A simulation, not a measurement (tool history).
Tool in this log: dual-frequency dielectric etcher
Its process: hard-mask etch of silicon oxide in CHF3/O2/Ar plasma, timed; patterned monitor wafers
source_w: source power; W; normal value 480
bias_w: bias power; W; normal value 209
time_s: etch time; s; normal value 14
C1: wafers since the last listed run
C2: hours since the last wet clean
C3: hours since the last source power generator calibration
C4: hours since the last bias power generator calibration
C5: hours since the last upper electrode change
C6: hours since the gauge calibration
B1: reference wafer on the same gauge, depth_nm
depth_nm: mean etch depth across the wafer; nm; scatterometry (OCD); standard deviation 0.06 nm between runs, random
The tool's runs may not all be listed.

{"run": 1, "day": 0.0, "source_w": 480, "bias_w": 209, "time_s": 14, "C1": 0, "C2": 187.2, "C3": 3616, "C4": 2313.5, "C5": 5118.4, "C6": 197.8, "B1": 24.79, "depth_nm": 29.65}
{"run": 2, "day": 0.504, "source_w": 480, "bias_w": 209, "time_s": 14, "C1": 192, "C2": 199.3, "C3": 3628.1, "C4": 2325.6, "C5": 5130.5, "C6": 209.9, "B1": 24.81, "depth_nm": 29.58}
{"run": 3, "day": 1.025, "source_w": 480, "bias_w": 209, "time_s": 14, "C1": 198, "C2": 211.8, "C3": 3640.6, "C4": 2338.1, "C5": 5143, "C6": 222.4, "B1": 24.81, "depth_nm": 29.6}
{"run": 4, "day": 2.029, "source_w": 480, "bias_w": 192, "time_s": 14, "C1": 383, "C2": 235.9, "C3": 3664.7, "C4": 2362.2, "C5": 5167.1, "C6": 246.5, "B1": 24.8, "depth_nm": 28.81}
{"run": 5, "day": 2.754, "source_w": 480, "bias_w": 192, "time_s": 14, "C1": 276, "C2": 253.3, "C3": 3682.1, "C4": 2379.6, "C5": 5184.5, "C6": 263.9, "B1": 24.79, "depth_nm": 28.77}
{"run": 6, "day": 3.162, "source_w": 480, "bias_w": 209, "time_s": 14, "C1": 155, "C2": 263.1, "C3": 3691.9, "C4": 2389.4, "C5": 5194.3, "C6": 273.7, "B1": 24.81, "depth_nm": 29.61}
{"run": 7, "day": 3.446, "source_w": 480, "bias_w": 209, "time_s": 14, "C1": 108, "C2": 269.9, "C3": 3698.7, "C4": 2396.2, "C5": 5201.1, "C6": 280.5, "B1": 24.81, "depth_nm": 29.5}
{"run": 8, "day": 3.979, "source_w": 480, "bias_w": 209, "time_s": 14, "C1": 203, "C2": 282.7, "C3": 3711.5, "C4": 2409, "C5": 5213.9, "C6": 293.3, "B1": 24.81, "depth_nm": 29.48}
{"day": 5.225, "done": "upper electrode replaced"}
{"run": 9, "day": 5.246, "source_w": 480, "bias_w": 209, "time_s": 14, "C1": 101, "C2": 313.1, "C3": 3741.9, "C4": 2439.4, "C5": 0.5, "C6": 323.7, "B1": 24.8, "depth_nm": 29.46}
{"run": 10, "day": 5.258, "source_w": 480, "bias_w": 209, "time_s": 14, "C1": 1, "C2": 313.4, "C3": 3742.2, "C4": 2439.7, "C5": 0.8, "C6": 324, "B1": 24.78, "depth_nm": 29.57}
{"day": 5.417, "done": "bias power generator calibrated"}
{"run": 11, "day": 5.438, "source_w": 480, "bias_w": 209, "time_s": 14, "C1": 7, "C2": 317.7, "C3": 3746.5, "C4": 0.5, "C5": 5.1, "C6": 328.3, "B1": 24.8, "depth_nm": 29.47}
{"day": 8.025, "done": "wet clean of the chamber"}
{"run": 12, "day": 8.046, "source_w": 480, "bias_w": 209, "time_s": 14, "C1": 614, "C2": 0.5, "C3": 3809.1, "C4": 63.1, "C5": 67.7, "C6": 390.9, "B1": 24.8, "depth_nm": 29.14}
{"run": 13, "day": 8.058, "source_w": 480, "bias_w": 166, "time_s": 10.5, "C1": 4, "C2": 0.8, "C3": 3809.4, "C4": 63.4, "C5": 68, "C6": 391.2, "B1": 24.82, "depth_nm": 20.33}
{"run": 14, "day": 8.362, "source_w": 480, "bias_w": 251, "time_s": 14, "C1": 116, "C2": 8.1, "C3": 3816.7, "C4": 70.7, "C5": 75.3, "C6": 398.5, "B1": 24.8, "depth_nm": 30.95}
{"day": 8.512, "done": "gauge calibrated"}
{"run": 15, "day": 8.842, "source_w": 410, "bias_w": 179, "time_s": 14, "C1": 182, "C2": 19.6, "C3": 3828.2, "C4": 82.2, "C5": 86.8, "C6": 7.9, "B1": 24.8, "depth_nm": 26.07}
{"run": 16, "day": 9.129, "source_w": 480, "bias_w": 209, "time_s": 14, "C1": 109, "C2": 26.5, "C3": 3835.1, "C4": 89.1, "C5": 93.7, "C6": 14.8, "B1": 24.82, "depth_nm": 29.06}
{"run": 17, "day": 9.533, "source_w": 450, "bias_w": 209, "time_s": 11.5, "C1": 154, "C2": 36.2, "C3": 3844.8, "C4": 98.8, "C5": 103.4, "C6": 24.5, "B1": 24.78, "depth_nm": 23.3}
{"run": 18, "day": 10.275, "source_w": 480, "bias_w": 209, "time_s": 14, "C1": 283, "C2": 54, "C3": 3862.6, "C4": 116.6, "C5": 121.2, "C6": 42.3, "B1": 24.79, "depth_nm": 29.03}
{"run": 19, "day": 10.696, "source_w": 480, "bias_w": 209, "time_s": 14, "C1": 160, "C2": 64.1, "C3": 3872.7, "C4": 126.7, "C5": 131.3, "C6": 52.4, "B1": 24.82, "depth_nm": 29.07}
{"run": 20, "day": 10.979, "source_w": 480, "bias_w": 209, "time_s": 14, "C1": 108, "C2": 70.9, "C3": 3879.5, "C4": 133.5, "C5": 138.1, "C6": 59.2, "B1": 24.8, "depth_nm": 29.02}
{"day": 11.408, "done": "source power generator calibrated"}
{"day": 12.146, "done": "wet clean of the chamber, repeated, since the last time left the tool worse"}
{"run": 21, "day": 12.167, "source_w": 480, "bias_w": 209, "time_s": 14, "C1": 108, "C2": 0.5, "C3": 18.2, "C4": 162, "C5": 166.6, "C6": 87.7, "B1": 24.81, "depth_nm": 29.81}
{"run": 22, "day": 12.179, "source_w": 480, "bias_w": 209, "time_s": 14, "C1": 4, "C2": 0.8, "C3": 18.5, "C4": 162.3, "C5": 166.9, "C6": 88, "B1": 24.8, "depth_nm": 29.82}
{"run": 23, "day": 12.429, "source_w": 480, "bias_w": 226, "time_s": 14, "C1": 95, "C2": 6.8, "C3": 24.5, "C4": 168.3, "C5": 172.9, "C6": 94, "B1": 24.8, "depth_nm": 30.51}
{"run": 24, "day": 12.754, "source_w": 480, "bias_w": 209, "time_s": 11, "C1": 124, "C2": 14.6, "C3": 32.3, "C4": 176.1, "C5": 180.7, "C6": 101.8, "B1": 24.8, "depth_nm": 23.33}
{"run": 25, "day": 13.304, "source_w": 400, "bias_w": 160, "time_s": 16, "C1": 210, "C2": 27.8, "C3": 45.5, "C4": 189.3, "C5": 193.9, "C6": 115, "B1": 24.77, "depth_nm": 29.17}
{"run": 26, "day": 13.675, "source_w": 590, "bias_w": 194, "time_s": 14, "C1": 141, "C2": 36.7, "C3": 54.4, "C4": 198.2, "C5": 202.8, "C6": 123.9, "B1": 24.8, "depth_nm": 31.36}
{"run": 27, "day": 14.146, "source_w": 370, "bias_w": 176, "time_s": 15, "C1": 179, "C2": 48, "C3": 65.7, "C4": 209.5, "C5": 214.1, "C6": 135.2, "B1": 24.8, "depth_nm": 27.38}
{"run": 28, "day": 14.633, "source_w": 480, "bias_w": 209, "time_s": 14, "C1": 186, "C2": 59.7, "C3": 77.4, "C4": 221.2, "C5": 225.8, "C6": 146.9, "B1": 24.8, "depth_nm": 29.77}
{"run": 29, "day": 15.092, "source_w": 480, "bias_w": 173, "time_s": 14, "C1": 175, "C2": 70.7, "C3": 88.4, "C4": 232.2, "C5": 236.8, "C6": 157.9, "B1": 24.78, "depth_nm": 28.01}

5 options for the next run, each taken on its own from the tool as it stands now. Forecast them:
{"run": "A", "day": 15.108, "source_w": 480, "bias_w": 209, "time_s": 17.5, "C1": 6, "C2": 71.1, "C3": 88.8, "C4": 232.6, "C5": 237.2, "C6": 158.3, "B1": "?", "depth_nm": "?"}
{"run": "B", "day": 15.108, "source_w": 430, "bias_w": 230, "time_s": 12, "C1": 6, "C2": 71.1, "C3": 88.8, "C4": 232.6, "C5": 237.2, "C6": 158.3, "B1": "?", "depth_nm": "?"}
{"run": "C", "day": 15.108, "source_w": 540, "bias_w": 224, "time_s": 15.5, "C1": 6, "C2": 71.1, "C3": 88.8, "C4": 232.6, "C5": 237.2, "C6": 158.3, "B1": "?", "depth_nm": "?"}
{"run": "D", "day": 15.108, "source_w": 540, "bias_w": 209, "time_s": 14, "C1": 6, "C2": 71.1, "C3": 88.8, "C4": 232.6, "C5": 237.2, "C6": 158.3, "B1": "?", "depth_nm": "?"}
{"run": "E", "day": 15.108, "source_w": 380, "bias_w": 161, "time_s": 15, "C1": 6, "C2": 71.1, "C3": 88.8, "C4": 232.6, "C5": 237.2, "C6": 158.3, "B1": "?", "depth_nm": "?"}

run=A B1=24.81 depth_nm=37.11
run=B B1=24.81 depth_nm=25.21
run=C B1=24.81 depth_nm=35.12
run=D B1=24.81 depth_nm=31.02
run=E B1=24.81 depth_nm=26.85
Stripped of hidden state, with their random variation kept, the same runs would have yielded:
run=A depth_nm=37.22
run=B depth_nm=25.29
run=C depth_nm=35.23
run=D depth_nm=31.11
run=E depth_nm=26.93
